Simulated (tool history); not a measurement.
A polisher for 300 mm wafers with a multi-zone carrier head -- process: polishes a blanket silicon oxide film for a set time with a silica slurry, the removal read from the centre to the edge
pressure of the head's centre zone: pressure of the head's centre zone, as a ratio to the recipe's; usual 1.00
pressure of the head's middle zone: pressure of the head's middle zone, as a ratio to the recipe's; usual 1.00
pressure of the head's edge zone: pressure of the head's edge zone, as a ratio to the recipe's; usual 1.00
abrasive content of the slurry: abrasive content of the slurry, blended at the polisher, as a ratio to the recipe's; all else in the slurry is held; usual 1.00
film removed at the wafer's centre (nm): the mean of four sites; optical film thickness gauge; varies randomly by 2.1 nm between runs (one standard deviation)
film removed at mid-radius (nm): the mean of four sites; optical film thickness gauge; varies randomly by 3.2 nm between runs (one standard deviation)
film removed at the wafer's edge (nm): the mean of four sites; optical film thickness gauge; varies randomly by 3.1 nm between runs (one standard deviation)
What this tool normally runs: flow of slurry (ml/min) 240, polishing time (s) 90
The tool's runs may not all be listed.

run,hour,flow of slurry (ml/min),pressure of the head's centre zone,pressure of the head's middle zone,pressure of the head's edge zone,abrasive content of the slurry,polishing time (s),wafers since the last listed run,wafers polished on this pad,hours since the slurry nozzle was cleaned,hours since the centre zone pressure was calibrated,hours since the edge zone pressure was calibrated,hours since the carrier head's membrane was replaced,"incoming thickness of the incoming film, nm",film removed at the wafer's centre (nm),film removed at mid-radius (nm),film removed at the wafer's edge (nm)
1,0.0,240,1.00,0.94,0.93,1.00,90,0,881,74.9,114.9,1023.8,922.0,839.4,230.3,214.3,231.7
2,16.0,240,1.00,1.00,1.00,1.00,90,221,1102,90.9,130.9,1039.8,938.0,837.6,230.3,227.1,237.7
3,46.2,240,1.00,1.00,1.00,1.00,90,417,1519,121.1,161.1,1070.0,968.2,851.1,225.2,225.7,233.0
# hour 52.6: worn pad replaced by a new one
4,75.8,240,1.00,1.00,1.00,1.00,90,353,321,150.7,190.7,1099.6,997.8,828.3,239.5,238.0,245.1
5,105.5,275,1.00,1.00,1.00,1.00,90,410,731,180.4,220.4,1129.3,1027.5,846.9,237.1,234.6,245.5
6,136.4,275,1.00,1.00,1.00,1.00,90,427,1158,211.3,251.3,1160.2,1058.4,825.8,235.8,233.0,237.6
# hour 158.1: worn pad replaced by a new one
7,158.6,240,1.00,1.00,1.00,1.15,90,251,7,233.5,273.5,1182.4,1080.6,831.9,274.2,266.8,274.6
# hour 185.0: slurry nozzle cleaned
8,189.0,240,1.00,1.00,1.00,1.15,90,406,413,4.0,303.9,1212.8,1111.0,841.7,253.2,254.1,258.5
9,224.1,240,1.00,1.00,0.92,1.00,90,485,898,39.1,339.0,1247.9,1146.1,844.3,232.8,230.4,232.7
# hour 247.8: worn pad replaced by a new one
# hour 298.5: carrier head's membrane replaced by a new one
10,301.2,240,1.09,1.00,1.00,1.00,108,941,669,116.2,416.1,1325.0,2.7,832.4,306.7,273.3,287.8
11,316.7,240,1.00,1.00,1.00,0.75,68,214,884,131.7,431.6,1340.5,18.2,838.1,154.0,150.8,155.5
# hour 340.2: worn pad replaced by a new one
12,347.0,240,1.12,1.00,1.00,0.75,90,363,93,162.0,461.9,1370.8,48.5,843.7,245.8,213.4,227.7
# hour 352.9: centre zone pressure recalibrated
# hour 368.0: edge zone pressure recalibrated
13,370.4,240,1.00,0.94,1.00,0.90,90,268,361,185.4,17.5,2.4,71.9,830.1,226.2,212.7,226.2
14,401.1,240,1.00,1.00,1.00,0.70,90,424,785,216.1,48.2,33.1,102.6,847.1,194.8,193.9,195.9
15,424.4,240,0.96,1.11,1.00,1.00,72,322,1108,239.4,71.5,56.4,125.9,832.1,173.6,198.0,186.7
# hour 439.0: worn pad replaced by a new one
# hour 482.3: slurry nozzle cleaned
16,510.6,240,1.00,0.94,1.00,0.90,90,1122,976,28.3,157.7,142.6,212.1,837.9,221.8,204.5,230.5

4 ways to go on from here, each from the tool as it stands after run 16. What would each give?
A,511.0,240,1.00,1.00,1.00,1.00,90,5,982,28.7,158.1,143.0,212.5,827.1,?,?,?
B,511.0,240,0.93,1.00,0.93,1.00,90,5,982,28.7,158.1,143.0,212.5,827.1,?,?,?
C,511.0,240,1.00,0.95,1.00,1.00,90,5,982,28.7,158.1,143.0,212.5,827.1,?,?,?
D,511.0,240,0.94,1.00,1.00,1.00,90,5,982,28.7,158.1,143.0,212.5,827.1,?,?,?

run,film removed at the wafer's centre (nm),film removed at mid-radius (nm),film removed at the wafer's edge (nm)
A,231.3,231.5,238.7
B,215.0,231.6,230.6
C,231.2,221.7,238.8
D,217.3,231.6,238.7
What these runs would have given with no unlogged condition in the tool:
run,film removed at the wafer's centre (nm),film removed at mid-radius (nm),film removed at the wafer's edge (nm)
A,255.6,255.8,263.7
B,237.5,255.9,254.8
C,255.5,245.0,263.9
D,240.1,255.8,263.7
